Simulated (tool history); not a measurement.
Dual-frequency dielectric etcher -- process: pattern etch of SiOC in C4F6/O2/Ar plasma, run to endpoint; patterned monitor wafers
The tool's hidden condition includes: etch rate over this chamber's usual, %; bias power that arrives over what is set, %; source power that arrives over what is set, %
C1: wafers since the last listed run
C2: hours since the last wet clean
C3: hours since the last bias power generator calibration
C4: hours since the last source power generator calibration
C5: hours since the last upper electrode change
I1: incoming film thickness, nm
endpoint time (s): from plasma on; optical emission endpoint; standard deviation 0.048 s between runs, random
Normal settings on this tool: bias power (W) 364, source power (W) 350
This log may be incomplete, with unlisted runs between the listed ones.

Run 1, day 0.000: usual settings; C1 0; C2 86.2; C3 3467.7; C4 3652.5; C5 3335.7; I1 34.73. Result: endpoint time (s) 14.1.
Run 2, day 2.579: usual settings; C1 535; C2 148.1; C3 3529.6; C4 3714.4; C5 3397.6; I1 35.47. Result: endpoint time (s) 14.5.
Run 3, day 5.300: usual settings; C1 565; C2 213.4; C3 3594.9; C4 3779.7; C5 3462.9; I1 34.67. Result: endpoint time (s) 14.2.
Run 4, day 6.958: usual settings; C1 344; C2 253.2; C3 3634.7; C4 3819.5; C5 3502.7; I1 35.42. Result: endpoint time (s) 14.6.
Run 5, day 9.750: usual settings; C1 579; C2 320.2; C3 3701.7; C4 3886.5; C5 3569.7; I1 35.09. Result: endpoint time (s) 14.5.
Run 6, day 11.671: usual settings; C1 398; C2 366.3; C3 3747.8; C4 3932.6; C5 3615.8; I1 35.44. Result: endpoint time (s) 14.5.
Run 7, day 13.946: usual settings; C1 472; C2 420.9; C3 3802.4; C4 3987.2; C5 3670.4; I1 35.11. Result: endpoint time (s) 14.5.
Run 8, day 16.100: usual settings but bias power (W) 391, source power (W) 370; C1 447; C2 472.6; C3 3854.1; C4 4038.9; C5 3722.1; I1 35.07. Result: endpoint time (s) 13.9.
Run 9, day 17.733: usual settings but bias power (W) 391, source power (W) 370; C1 339; C2 511.8; C3 3893.3; C4 4078.1; C5 3761.3; I1 35.09. Result: endpoint time (s) 13.9.
At day 20.675: wet clean of the chamber.
Run 10, day 20.696: usual settings but source power (W) 310; C1 407; C2 0.5; C3 3964.4; C4 4149.2; C5 3832.4; I1 34.89. Result: endpoint time (s) 14.7.
Run 11, day 22.292: usual settings but source power (W) 310; C1 331; C2 38.8; C3 4002.7; C4 4187.5; C5 3870.7; I1 35.25. Result: endpoint time (s) 14.8.
Run 12, day 23.446: usual settings but source power (W) 310; C1 239; C2 66.5; C3 4030.4; C4 4215.2; C5 3898.4; I1 35.15. Result: endpoint time (s) 14.7.
Run 13, day 26.408: usual settings; C1 615; C2 137.6; C3 4101.5; C4 4286.3; C5 3969.5; I1 35.52. Result: endpoint time (s) 14.3.
Run 14, day 29.033: usual settings; C1 545; C2 200.6; C3 4164.5; C4 4349.3; C5 4032.5; I1 35.15. Result: endpoint time (s) 14.3.
At day 29.475: source power generator calibrated.
Run 15, day 30.342: usual settings; C1 237; C2 232.0; C3 4195.9; C4 20.8; C5 4063.9; I1 35.58. Result: endpoint time (s) 14.4.
Run 16, day 33.058: usual settings; C1 564; C2 297.2; C3 4261.1; C4 86.0; C5 4129.1; I1 35.19. Result: endpoint time (s) 14.3.
At day 33.625: bias power generator calibrated.
Run 17, day 35.962: usual settings but bias power (W) 411, source power (W) 290; C1 568; C2 366.9; C3 56.1; C4 155.7; C5 4198.8; I1 35.32. Result: endpoint time (s) 14.8.
Run 18, day 37.371: usual settings; C1 292; C2 400.7; C3 89.9; C4 189.5; C5 4232.6; I1 34.86. Result: endpoint time (s) 14.2.
Run 19, day 38.792: usual settings but bias power (W) 339; C1 295; C2 434.8; C3 124.0; C4 223.6; C5 4266.7; I1 35.62. Result: endpoint time (s) 15.0.
At day 41.358: wet clean of the chamber.
Run 20, day 41.379: usual settings but bias power (W) 326, source power (W) 320; C1 329; C2 0.5; C3 186.1; C4 285.7; C5 4328.8; I1 35.53. Result: endpoint time (s) 15.4.
At day 45.779: upper electrode replaced.
Run 21, day 47.942: usual settings but source power (W) 390; C1 1155; C2 158.0; C3 343.6; C4 443.2; C5 51.9; I1 35.10. Result: endpoint time (s) 13.8.
Run 22, day 49.300: usual settings; C1 282; C2 190.6; C3 376.2; C4 475.8; C5 84.5; I1 35.15. Result: endpoint time (s) 14.3.
Run 23, day 50.321: usual settings but source power (W) 380; C1 212; C2 215.1; C3 400.7; C4 500.3; C5 109.0; I1 35.21. Result: endpoint time (s) 13.9.
Run 24, day 52.504: usual settings but bias power (W) 334; C1 453; C2 267.5; C3 453.1; C4 552.7; C5 161.4; I1 35.24. Result: endpoint time (s) 14.9.
Run 25, day 54.188: usual settings but bias power (W) 440, source power (W) 380; C1 349; C2 307.9; C3 493.5; C4 593.1; C5 201.8; I1 35.31. Result: endpoint time (s) 13.1.
Run 26, day 56.925: usual settings but bias power (W) 312, source power (W) 290; C1 568; C2 373.6; C3 559.2; C4 658.8; C5 267.5; I1 34.96. Result: endpoint time (s) 16.3.
Run 27, day 58.371: usual settings but bias power (W) 281, source power (W) 260; C1 300; C2 408.3; C3 593.9; C4 693.5; C5 302.2; I1 35.46. Result: endpoint time (s) 17.7.
At day 61.000: wet clean of the chamber.
Run 28, day 62.033: usual settings but bias power (W) 416, source power (W) 320; C1 552; C2 24.8; C3 681.8; C4 781.4; C5 390.1; I1 35.38. Result: endpoint time (s) 14.2.

Branching from run 28: 4 alternative next runs. What would each branch give?
Run A, day 62.050: usual settings; C1 3; C2 25.2; C3 682.2; C4 781.8; C5 390.5; I1 35.48. Result: endpoint time (s) ?.
Run B, day 62.050: usual settings but bias power (W) 440, source power (W) 320; C1 3; C2 25.2; C3 682.2; C4 781.8; C5 390.5; I1 35.48. Result: endpoint time (s) ?.
Run C, day 62.050: usual settings but bias power (W) 274, source power (W) 420; C1 3; C2 25.2; C3 682.2; C4 781.8; C5 390.5; I1 35.48. Result: endpoint time (s) ?.
Run D, day 62.050: usual settings but source power (W) 410; C1 3; C2 25.2; C3 682.2; C4 781.8; C5 390.5; I1 35.48. Result: endpoint time (s) ?.

run  endpoint time (s)
  A               14.5
  B               14.0
  C               14.9
  D               13.7
With the hidden condition removed and each run's random variation left untouched, the same runs would have given:
run  endpoint time (s)
  A               14.4
  B               13.9
  C               14.8
  D               13.6

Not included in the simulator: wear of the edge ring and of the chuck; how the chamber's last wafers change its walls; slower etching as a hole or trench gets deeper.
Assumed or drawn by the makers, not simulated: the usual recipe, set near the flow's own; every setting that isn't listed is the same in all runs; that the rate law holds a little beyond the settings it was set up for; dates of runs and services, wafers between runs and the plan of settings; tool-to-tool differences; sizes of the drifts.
